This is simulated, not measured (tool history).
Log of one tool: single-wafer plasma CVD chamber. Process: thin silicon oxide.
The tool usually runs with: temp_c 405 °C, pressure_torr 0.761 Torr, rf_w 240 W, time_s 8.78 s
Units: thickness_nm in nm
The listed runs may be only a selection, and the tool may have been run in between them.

| run | hour | temp_c | pressure_torr | rf_w | time_s | wafers since the last listed run | hours since the last thermocouple change | hours since the last RF generator calibration | hours since the last manometer calibration | hours since the showerhead was replaced | hours since the gauge calibration | read-back reference wafer on the same gauge, thickness_nm | thickness_nm |
|---|---|---|---|---|---|---|---|---|---|---|---|---|---|
| 1 | 0.0 | 405 | 0.761 | 240 | 8.78 | 0 | 133.9 | 1766.7 | 1751.8 | 3416.5 | 623.4 | 12.794 | 14.180 |
|  | 33.8 | gauge calibrated |
| 2 | 48.9 | 405 | 0.761 | 240 | 8.78 | 928 | 182.8 | 1815.6 | 1800.7 | 3465.4 | 15.1 | 12.801 | 14.095 |
| 3 | 116.7 | 405 | 0.761 | 240 | 8.78 | 1286 | 250.6 | 1883.4 | 1868.5 | 3533.2 | 82.9 | 12.805 | 14.082 |
| 4 | 149.0 | 405 | 0.761 | 240 | 8.78 | 613 | 282.9 | 1915.7 | 1900.8 | 3565.5 | 115.2 | 12.811 | 14.090 |
| 5 | 185.7 | 405 | 0.761 | 240 | 8.78 | 696 | 319.6 | 1952.4 | 1937.5 | 3602.2 | 151.9 | 12.812 | 14.043 |
| 6 | 219.9 | 410 | 0.761 | 240 | 7.74 | 649 | 353.8 | 1986.6 | 1971.7 | 3636.4 | 186.1 | 12.795 | 12.364 |
|  | 305.6 | RF generator calibrated |
| 7 | 397.4 | 410 | 0.761 | 240 | 7.74 | 3217 | 531.3 | 91.8 | 2149.2 | 3813.9 | 363.6 | 12.807 | 12.775 |
| 8 | 431.3 | 410 | 0.761 | 240 | 7.74 | 643 | 565.2 | 125.7 | 2183.1 | 3847.8 | 397.5 | 12.813 | 12.714 |
| 9 | 465.1 | 405 | 0.761 | 265 | 8.78 | 641 | 599.0 | 159.5 | 2216.9 | 3881.6 | 431.3 | 12.801 | 15.586 |
| 10 | 503.7 | 397 | 0.761 | 240 | 8.78 | 732 | 637.6 | 198.1 | 2255.5 | 3920.2 | 469.9 | 12.802 | 14.537 |
| 11 | 533.5 | 405 | 0.761 | 240 | 8.78 | 565 | 667.4 | 227.9 | 2285.3 | 3950.0 | 499.7 | 12.815 | 14.417 |
| 12 | 596.9 | 405 | 0.761 | 270 | 9.58 | 1203 | 730.8 | 291.3 | 2348.7 | 4013.4 | 563.1 | 12.783 | 17.073 |
|  | 613.5 | capacitance manometer re-zeroed and calibrated |
|  | 618.8 | gauge calibrated |
| 13 | 654.6 | 417 | 0.761 | 240 | 10.46 | 943 | 788.5 | 349.0 | 41.1 | 4071.1 | 35.8 | 12.788 | 17.145 |
| 14 | 706.6 | 405 | 0.761 | 240 | 10.40 | 987 | 840.5 | 401.0 | 93.1 | 4123.1 | 87.8 | 12.787 | 17.058 |
|  | 738.6 | showerhead replaced |
|  | 742.0 | thermocouple changed; heater temperature recalibrated |
| 15 | 762.5 | 391 | 0.684 | 240 | 10.11 | 843 | 20.5 | 456.9 | 149.0 | 23.9 | 143.7 | 12.820 | 15.452 |
| 16 | 805.1 | 405 | 0.610 | 240 | 7.65 | 808 | 63.1 | 499.5 | 191.6 | 66.5 | 186.3 | 12.809 | 10.547 |
| 17 | 967.7 | 405 | 0.761 | 240 | 8.78 | 3086 | 225.7 | 662.1 | 354.2 | 229.1 | 348.9 | 12.789 | 14.466 |

3 ways to go on from here, each from the tool as it stands after run 17. What would each give?
| A | 968.1 | 405 | 0.761 | 240 | 8.78 | 7 | 226.1 | 662.5 | 354.6 | 229.5 | 349.3 | ? | ? |
| B | 968.1 | 410 | 0.932 | 240 | 10.44 | 7 | 226.1 | 662.5 | 354.6 | 229.5 | 349.3 | ? | ? |
| C | 968.1 | 405 | 0.761 | 195 | 9.51 | 7 | 226.1 | 662.5 | 354.6 | 229.5 | 349.3 | ? | ? |

| run | read-back reference wafer on the same gauge, thickness_nm | thickness_nm |
|---|---|---|
| A | 12.799 | 14.259 |
| B | 12.799 | 19.565 |
| C | 12.799 | 13.267 |
With no hidden state in the tool, these same runs would have given:
| run | thickness_nm |
|---|---|
| A | 14.644 |
| B | 20.092 |
| C | 13.668 |
